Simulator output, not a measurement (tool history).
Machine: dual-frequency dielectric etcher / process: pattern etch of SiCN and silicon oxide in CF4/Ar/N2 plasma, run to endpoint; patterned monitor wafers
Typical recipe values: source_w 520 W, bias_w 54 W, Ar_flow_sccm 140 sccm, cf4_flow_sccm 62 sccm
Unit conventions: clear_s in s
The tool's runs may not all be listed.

| run | hour | source_w | bias_w | Ar_flow_sccm | cf4_flow_sccm | incoming incoming film thickness, nm | clear_s |
|---|---|---|---|---|---|---|---|
| 1 | 0.0 | 520 | 54 | 153 | 62 | 13.87 | 16.2 |
| 2 | 0.4 | 520 | 54 | 153 | 62 | 14.00 | 16.5 |
| 3 | 0.7 | 520 | 65 | 140 | 62 | 13.85 | 14.6 |
| 4 | 10.4 | 520 | 65 | 140 | 62 | 13.90 | 14.7 |
| 5 | 19.1 | 520 | 65 | 140 | 62 | 14.05 | 14.7 |
| 6 | 33.4 | 570 | 54 | 140 | 62 | 13.87 | 14.5 |
|  | 42.7 | source power generator calibrated |
| 7 | 50.4 | 570 | 61 | 106 | 62 | 13.82 | 13.2 |
|  | 63.0 | bias power generator calibrated |
|  | 82.6 | upper electrode replaced |
| 8 | 83.1 | 580 | 49 | 131 | 62 | 13.74 | 14.6 |
| 9 | 83.4 | 600 | 58 | 140 | 62 | 13.96 | 13.2 |
| 10 | 83.7 | 520 | 54 | 140 | 54 | 13.89 | 16.5 |
| 11 | 89.1 | 550 | 54 | 140 | 62 | 13.87 | 15.0 |
|  | 106.7 | CF4 flow controller replaced |
| 12 | 107.2 | 620 | 67 | 113 | 62 | 13.78 | 11.4 |
| 13 | 109.7 | 640 | 60 | 129 | 77 | 13.96 | 11.4 |
| 14 | 124.0 | 520 | 50 | 110 | 62 | 14.01 | 16.2 |
| 15 | 132.0 | 520 | 42 | 140 | 54 | 13.91 | 19.1 |
| 16 | 149.8 | 520 | 54 | 164 | 75 | 13.91 | 15.4 |
| 17 | 156.7 | 520 | 59 | 160 | 69 | 13.85 | 14.9 |
| 18 | 163.1 | 520 | 54 | 140 | 62 | 13.96 | 15.9 |
| 19 | 174.3 | 590 | 68 | 107 | 73 | 13.89 | 11.4 |
| 20 | 188.9 | 520 | 54 | 140 | 62 | 13.98 | 15.8 |
| 21 | 201.2 | 520 | 54 | 140 | 62 | 14.21 | 16.1 |
| 22 | 214.8 | 520 | 65 | 140 | 54 | 13.90 | 14.7 |
| 23 | 261.6 | 520 | 54 | 140 | 62 | 13.73 | 15.4 |

Measured minus without-hidden-state, run by run (identical run-to-run variation in each term; gauge scatter may differ):
What the log doesn't record here: etch rate over this chamber's usual, %; source power that arrives over what is set, %; bias power that arrives over what is set, %; Ar flow that arrives over what is set, %; CF4 flow that arrives over what is set, %.
| run | clear_s |
|---|---|
| 1 | +0.1 |
| 2 | +0.1 |
| 3 | +0.1 |
| 4 | +0.1 |
| 5 | +0.1 |
| 6 | +0.1 |
| 7 | +0.0 |
| 8 | -0.1 |
| 9 | -0.1 |
| 10 | -0.1 |
| 11 | -0.1 |
| 12 | -0.1 |
| 13 | -0.1 |
| 14 | -0.2 |
| 15 | -0.2 |
| 16 | -0.1 |
| 17 | -0.2 |
| 18 | -0.2 |
| 19 | -0.2 |
| 20 | -0.3 |
| 21 | -0.3 |
| 22 | -0.3 |
| 23 | -0.4 |

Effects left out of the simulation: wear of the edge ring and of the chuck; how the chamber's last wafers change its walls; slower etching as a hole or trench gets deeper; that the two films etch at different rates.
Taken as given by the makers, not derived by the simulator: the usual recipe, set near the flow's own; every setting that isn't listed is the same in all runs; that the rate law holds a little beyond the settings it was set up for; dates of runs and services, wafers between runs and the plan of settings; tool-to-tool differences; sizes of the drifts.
